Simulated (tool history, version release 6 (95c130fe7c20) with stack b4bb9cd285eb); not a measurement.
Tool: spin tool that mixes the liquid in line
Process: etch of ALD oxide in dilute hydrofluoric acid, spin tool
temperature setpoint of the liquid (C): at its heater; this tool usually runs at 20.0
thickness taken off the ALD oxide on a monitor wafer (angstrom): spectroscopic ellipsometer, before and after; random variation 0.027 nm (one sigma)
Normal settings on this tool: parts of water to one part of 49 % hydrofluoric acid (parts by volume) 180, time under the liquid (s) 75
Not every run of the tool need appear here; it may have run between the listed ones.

| run | hour | temperature setpoint of the liquid (C) | parts of water to one part of 49 % hydrofluoric acid (parts by volume) | time under the liquid (s) | read-back film thickness of the ALD oxide reference wafer, read on the same gauge (nm) | thickness taken off the ALD oxide on a monitor wafer (angstrom) |
|---|---|---|---|---|---|---|
| 1 | 0.0 | 17.5 | 180 | 75 | 115.883 | 34.85 |
| 2 | 51.9 | 20.0 | 180 | 75 | 115.769 | 38.12 |
| 3 | 121.7 | 20.0 | 180 | 75 | 115.605 | 38.48 |
| 4 | 208.5 | 20.0 | 180 | 75 | 115.446 | 38.28 |
| 5 | 314.5 | 20.0 | 180 | 75 | 115.241 | 38.31 |
| 6 | 357.5 | 20.0 | 180 | 75 | 115.191 | 38.10 |
| 7 | 452.4 | 20.0 | 180 | 75 | 115.060 | 37.92 |
| 8 | 511.6 | 20.0 | 180 | 75 | 114.948 | 37.57 |
|  | 539.5 | thermometer replaced |
| 9 | 609.6 | 20.0 | 180 | 75 | 114.790 | 37.76 |
| 10 | 705.1 | 20.0 | 180 | 100 | 114.681 | 50.92 |
| 11 | 806.3 | 20.0 | 180 | 100 | 114.561 | 51.18 |
| 12 | 858.5 | 20.0 | 180 | 100 | 114.450 | 50.29 |
| 13 | 946.6 | 20.0 | 180 | 75 | 114.361 | 37.45 |
| 14 | 1001.5 | 20.0 | 180 | 75 | 114.361 | 37.64 |
| 15 | 1044.0 | 20.0 | 125 | 85 | 114.307 | 65.94 |
| 16 | 1150.7 | 20.0 | 180 | 75 | 114.194 | 37.34 |
| 17 | 1240.6 | 17.0 | 240 | 75 | 114.155 | 23.63 |
| 18 | 1276.8 | 20.0 | 250 | 110 | 114.100 | 37.00 |
|  | 1302.0 | hydrofluoric acid flow meter replaced |
| 19 | 1336.1 | 20.0 | 180 | 75 | 114.076 | 38.02 |
| 20 | 1440.9 | 20.0 | 180 | 105 | 114.010 | 52.42 |
| 21 | 1544.9 | 20.0 | 180 | 75 | 113.938 | 37.40 |
| 22 | 1595.0 | 20.0 | 270 | 45 | 113.894 | 13.91 |
| 23 | 1689.0 | 18.5 | 180 | 45 | 113.854 | 21.39 |
|  | 1731.2 | gauge calibrated |
| 24 | 1795.5 | 20.0 | 105 | 35 | 119.625 | 34.18 |
|  | 1813.9 | thermometer replaced |
| 25 | 1867.3 | 20.0 | 180 | 75 | 119.145 | 39.62 |
| 26 | 1913.7 | 18.5 | 205 | 55 | 118.841 | 23.62 |
| 27 | 2017.2 | 20.0 | 155 | 35 | 118.328 | 21.51 |
| 28 | 2069.9 | 22.0 | 205 | 115 | 118.016 | 55.34 |
| 29 | 2159.4 | 17.0 | 180 | 75 | 117.636 | 34.51 |
| 30 | 2200.3 | 17.0 | 100 | 75 | 117.431 | 67.60 |
| 31 | 2298.6 | 18.5 | 250 | 50 | 117.031 | 16.26 |
| 32 | 2394.9 | 24.5 | 180 | 75 | 116.637 | 45.84 |
| 33 | 2496.3 | 20.0 | 180 | 75 | 116.299 | 38.73 |
| 34 | 2537.2 | 20.0 | 180 | 75 | 116.172 | 38.32 |
| 35 | 2644.3 | 20.0 | 180 | 110 | 115.832 | 55.54 |

3 ways to go on from here, each from the tool as it stands after run 35. What would each give?
| A | 2644.7 | 20.0 | 180 | 75 | ? | ? |
| B | 2644.7 | 20.0 | 110 | 90 | ? | ? |
| C | 2644.7 | 20.0 | 205 | 75 | ? | ? |

| run | read-back film thickness of the ALD oxide reference wafer, read on the same gauge (nm) | thickness taken off the ALD oxide on a monitor wafer (angstrom) |
|---|---|---|
| A | 115.821 | 38.19 |
| B | 115.821 | 80.71 |
| C | 115.821 | 32.71 |
Had the tool no hidden state, the same runs would have come out as:
| run | thickness taken off the ALD oxide on a monitor wafer (angstrom) |
|---|---|
| A | 39.57 |
| B | 83.61 |
| C | 33.89 |
